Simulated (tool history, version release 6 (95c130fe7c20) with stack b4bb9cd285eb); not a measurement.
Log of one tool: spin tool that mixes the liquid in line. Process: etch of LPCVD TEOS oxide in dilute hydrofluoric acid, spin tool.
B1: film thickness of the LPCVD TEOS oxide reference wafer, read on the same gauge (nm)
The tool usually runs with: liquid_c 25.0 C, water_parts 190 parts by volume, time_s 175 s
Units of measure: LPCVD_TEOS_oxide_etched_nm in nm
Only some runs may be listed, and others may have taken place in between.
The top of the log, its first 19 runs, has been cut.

{"run": 20, "hour": 1044.9, "liquid_c": 21.5, "water_parts": 190, "time_s": 115, "B1": 70.02, "LPCVD_TEOS_oxide_etched_nm": 17.78}
{"run": 21, "hour": 1082.4, "liquid_c": 25.0, "water_parts": 190, "time_s": 175, "B1": 70.01, "LPCVD_TEOS_oxide_etched_nm": 30.86}
{"run": 22, "hour": 1142.2, "liquid_c": 25.0, "water_parts": 190, "time_s": 175, "B1": 69.99, "LPCVD_TEOS_oxide_etched_nm": 31.01}
{"run": 23, "hour": 1170.4, "liquid_c": 20.0, "water_parts": 215, "time_s": 175, "B1": 69.99, "LPCVD_TEOS_oxide_etched_nm": 22.27}
{"run": 24, "hour": 1209.9, "liquid_c": 25.0, "water_parts": 130, "time_s": 175, "B1": 69.98, "LPCVD_TEOS_oxide_etched_nm": 48.9}
{"run": 25, "hour": 1247.5, "liquid_c": 27.5, "water_parts": 270, "time_s": 175, "B1": 70.01, "LPCVD_TEOS_oxide_etched_nm": 21.83}
{"run": 26, "hour": 1273.4, "liquid_c": 25.0, "water_parts": 190, "time_s": 175, "B1": 70.01, "LPCVD_TEOS_oxide_etched_nm": 31.18}
{"run": 27, "hour": 1325.4, "liquid_c": 25.0, "water_parts": 225, "time_s": 90, "B1": 69.98, "LPCVD_TEOS_oxide_etched_nm": 13.02}
{"run": 28, "hour": 1397.0, "liquid_c": 22.5, "water_parts": 280, "time_s": 130, "B1": 70.01, "LPCVD_TEOS_oxide_etched_nm": 13.11}
{"run": 29, "hour": 1438.8, "liquid_c": 22.5, "water_parts": 215, "time_s": 225, "B1": 69.99, "LPCVD_TEOS_oxide_etched_nm": 31.26}
{"run": 30, "hour": 1480.4, "liquid_c": 27.5, "water_parts": 125, "time_s": 110, "B1": 70.0, "LPCVD_TEOS_oxide_etched_nm": 35.28}
{"run": 31, "hour": 1542.8, "liquid_c": 25.0, "water_parts": 190, "time_s": 175, "B1": 70.01, "LPCVD_TEOS_oxide_etched_nm": 31.46}
{"run": 32, "hour": 1598.1, "liquid_c": 28.0, "water_parts": 285, "time_s": 100, "B1": 69.98, "LPCVD_TEOS_oxide_etched_nm": 11.9}
{"run": 33, "hour": 1642.2, "liquid_c": 25.0, "water_parts": 190, "time_s": 220, "B1": 69.97, "LPCVD_TEOS_oxide_etched_nm": 39.4}
{"run": 34, "hour": 1704.5, "liquid_c": 25.0, "water_parts": 190, "time_s": 175, "B1": 70.01, "LPCVD_TEOS_oxide_etched_nm": 31.28}

Alternative continuations, all from the tool just after run 34; predict every row:
{"run": "A", "hour": 1705.0, "liquid_c": 25.0, "water_parts": 190, "time_s": 175, "B1": "?", "LPCVD_TEOS_oxide_etched_nm": "?"}
{"run": "B", "hour": 1705.0, "liquid_c": 21.0, "water_parts": 215, "time_s": 215, "B1": "?", "LPCVD_TEOS_oxide_etched_nm": "?"}
{"run": "C", "hour": 1705.0, "liquid_c": 23.0, "water_parts": 190, "time_s": 175, "B1": "?", "LPCVD_TEOS_oxide_etched_nm": "?"}

run=A B1=70.01 LPCVD_TEOS_oxide_etched_nm=30.89
run=B B1=70.01 LPCVD_TEOS_oxide_etched_nm=28.16
run=C B1=70.01 LPCVD_TEOS_oxide_etched_nm=28.69
Without the tool's unlogged condition, the same runs would have read:
run=A LPCVD_TEOS_oxide_etched_nm=30.44
run=B LPCVD_TEOS_oxide_etched_nm=27.73
run=C LPCVD_TEOS_oxide_etched_nm=28.26
